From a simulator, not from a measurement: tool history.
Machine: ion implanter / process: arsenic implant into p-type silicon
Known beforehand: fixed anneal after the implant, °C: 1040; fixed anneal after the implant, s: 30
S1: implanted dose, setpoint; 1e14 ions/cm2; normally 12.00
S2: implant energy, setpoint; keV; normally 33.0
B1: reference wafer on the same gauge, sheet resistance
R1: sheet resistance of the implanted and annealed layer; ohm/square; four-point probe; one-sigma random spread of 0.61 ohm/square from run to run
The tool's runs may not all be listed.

| run | day | S1 | S2 | B1 | R1 |
|---|---|---|---|---|---|
| 1 | 0.000 | 12.00 | 33.0 | 103.13 | 106.51 |
| 2 | 2.058 | 12.00 | 33.0 | 103.11 | 107.39 |
| 3 | 3.821 | 12.00 | 33.0 | 102.90 | 106.48 |
| 4 | 5.321 | 12.00 | 33.0 | 102.98 | 106.01 |
| 5 | 6.812 | 12.00 | 33.0 | 103.14 | 107.30 |
| 6 | 8.858 | 12.00 | 33.0 | 103.35 | 108.47 |
| 7 | 11.158 | 12.00 | 42.0 | 102.74 | 102.77 |
| 8 | 13.733 | 12.00 | 42.0 | 103.08 | 104.29 |
| 9 | 14.779 | 12.00 | 33.0 | 102.84 | 108.23 |
| 10 | 17.558 | 12.00 | 33.0 | 103.05 | 108.26 |
| 11 | 19.925 | 12.00 | 33.0 | 102.88 | 107.87 |
| 12 | 21.233 | 11.12 | 33.0 | 102.88 | 114.01 |
| 13 | 23.954 | 12.00 | 33.0 | 102.84 | 107.27 |
| 14 | 25.925 | 9.35 | 40.5 | 103.15 | 125.53 |
| 15 | 27.717 | 12.00 | 33.0 | 102.91 | 107.71 |
| 16 | 29.183 | 12.00 | 33.0 | 103.03 | 108.56 |
| 17 | 31.250 | 10.68 | 24.0 | 103.01 | 121.33 |
| 18 | 33.862 | 10.69 | 33.0 | 103.07 | 118.44 |
| 19 | 35.417 | 9.14 | 43.5 | 102.86 | 126.23 |
| 20 | 36.892 | 9.24 | 37.0 | 102.92 | 127.61 |
|  | 39.450 | extraction supply calibrated |
| 21 | 39.471 | 10.69 | 33.0 | 102.97 | 117.84 |
| 22 | 41.179 | 12.00 | 33.0 | 102.89 | 107.93 |
|  | 41.725 | Faraday cup replaced and dose calibrated |
| 23 | 44.008 | 15.40 | 43.0 | 103.02 | 85.68 |
|  | 45.450 | gauge calibrated |
| 24 | 46.021 | 8.60 | 41.0 | 103.11 | 129.92 |
| 25 | 47.167 | 15.58 | 39.5 | 103.22 | 87.58 |
| 26 | 48.542 | 9.22 | 40.5 | 102.70 | 123.16 |
| 27 | 51.479 | 10.40 | 39.0 | 103.02 | 114.76 |
| 28 | 54.417 | 9.22 | 40.5 | 103.02 | 123.41 |
| 29 | 56.862 | 13.27 | 33.0 | 102.93 | 101.12 |
| 30 | 58.533 | 10.42 | 42.5 | 102.90 | 114.01 |
| 31 | 59.762 | 11.12 | 33.0 | 103.05 | 112.42 |

Here are 4 independent what-if runs from the current tool condition. What would each one return?
| A | 59.779 | 12.00 | 33.0 | ? | ? |
| B | 59.779 | 10.40 | 43.0 | ? | ? |
| C | 59.779 | 13.75 | 42.0 | ? | ? |
| D | 59.779 | 14.59 | 24.0 | ? | ? |

| run | B1 | R1 |
|---|---|---|
| A | 103.06 | 107.74 |
| B | 103.06 | 114.41 |
| C | 103.06 | 94.81 |
| D | 103.06 | 99.79 |
With no hidden state in the tool, these same runs would have given:
| run | R1 |
|---|---|
| A | 105.10 |
| B | 111.38 |
| C | 92.51 |
| D | 97.73 |
